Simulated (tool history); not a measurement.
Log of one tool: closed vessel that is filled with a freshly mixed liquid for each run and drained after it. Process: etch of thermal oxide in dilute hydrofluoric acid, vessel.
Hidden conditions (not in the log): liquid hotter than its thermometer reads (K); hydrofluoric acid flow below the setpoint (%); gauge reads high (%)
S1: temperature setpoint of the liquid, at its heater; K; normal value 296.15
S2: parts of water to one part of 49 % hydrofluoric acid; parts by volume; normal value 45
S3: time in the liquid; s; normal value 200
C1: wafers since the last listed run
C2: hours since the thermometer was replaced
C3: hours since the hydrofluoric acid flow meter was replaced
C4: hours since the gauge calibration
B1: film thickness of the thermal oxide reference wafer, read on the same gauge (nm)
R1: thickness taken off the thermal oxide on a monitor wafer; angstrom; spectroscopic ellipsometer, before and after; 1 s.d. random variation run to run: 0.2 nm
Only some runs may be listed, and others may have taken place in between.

run    hour      S1  S2   S3     C1      C2     C3      C4      B1     R1
  1     0.0  296.15  45  200      0  1710.8  234.5  1041.0  130.00  214.9
  2    49.2  296.15  45  200   5491  1760.0  283.7  1090.2  130.02  216.1
  3   109.8  296.15  55  200   6764  1820.6  344.3  1150.8  130.00  172.7
  4   166.5  296.15  55  200   6329  1877.3  401.0  1207.5  129.97  175.1
  5   206.6  296.15  55  200   4476  1917.4  441.1  1247.6  129.98  173.4
  6   243.2  296.15  45  200   4085  1954.0  477.7  1284.2  130.05  214.4
  7   305.9  296.15  45  200   6998  2016.7  540.4  1346.9  130.01  216.5
  8   335.3  296.15  45  200   3281  2046.1  569.8  1376.3  129.99  217.8
  9   549.0  293.65  45  200  23854  2259.8  783.5  1590.0  130.00  196.7
      560.1  -- gauge calibrated
      572.4  -- thermometer replaced
 10   607.3  293.65  45  200   6396    34.9  841.8    47.2  129.99  195.3
 11   661.9  293.65  45  200   6094    89.5  896.4   101.8  129.99  194.3
 12   701.0  292.15  45  200   4364   128.6  935.5   140.9  129.98  183.5
 13   734.7  292.15  45  200   3761   162.3  969.2   174.6  129.97  182.6
      766.3  -- hydrofluoric acid flow meter replaced
 14   775.8  292.15  45  200   4476   203.4    9.5   215.7  129.99  183.8
 15   833.4  299.65  45  200   6429   261.0   67.1   273.3  130.01  252.1
 16   867.5  296.15  35  200   3806   295.1  101.2   307.4  130.01  282.1
 17   896.4  299.15  35  285   3225   324.0  130.1   336.3  129.98  456.2
 18   922.3  296.15  45  200   2891   349.9  156.0   362.2  129.99  214.6
 19   964.2  296.15  55  285   4677   391.8  197.9   404.1  129.98  245.5
 20  1021.1  296.15  45  200   6351   448.7  254.8   461.0  130.02  215.5
 21  1062.0  299.65  50  235   4565   489.6  295.7   501.9  130.01  261.2
 22  1105.1  296.15  45  235   4811   532.7  338.8   545.0  129.99  252.4
 23  1160.2  292.15  45  200   6150   587.8  393.9   600.1  130.03  182.9
 24  1216.5  294.15  45  160   6284   644.1  450.2   656.4  129.99  158.8
 25  1288.1  296.15  45  150   7992   715.7  521.8   728.0  130.01  162.8
 26  1332.8  300.15  30  200   4989   760.4  566.5   772.7  130.03  392.8
 27  1540.9  294.65  50  200  23229   968.5  774.6   980.8  130.02  181.4
 28  1579.7  296.15  45  200   4331  1007.3  813.4  1019.6  129.99  216.6

Below are 4 alternative next runs, each starting from the tool's condition after run 28. Predict each:
  A  1580.4  296.15  45  200  78  1008.0  814.1  1020.3   ?   ?
  B  1580.4  300.15  25  150  78  1008.0  814.1  1020.3   ?   ?
  C  1580.4  296.15  30  200  78  1008.0  814.1  1020.3   ?   ?
  D  1580.4  296.15  30  145  78  1008.0  814.1  1020.3   ?   ?

run      B1     R1
  A  130.00  214.3
  B  130.00  350.9
  C  130.00  327.8
  D  130.00  237.6
Stripped of hidden state, with their random variation kept, the same runs would have yielded:
run     R1
  A  214.3
  B  350.9
  C  327.8
  D  237.6
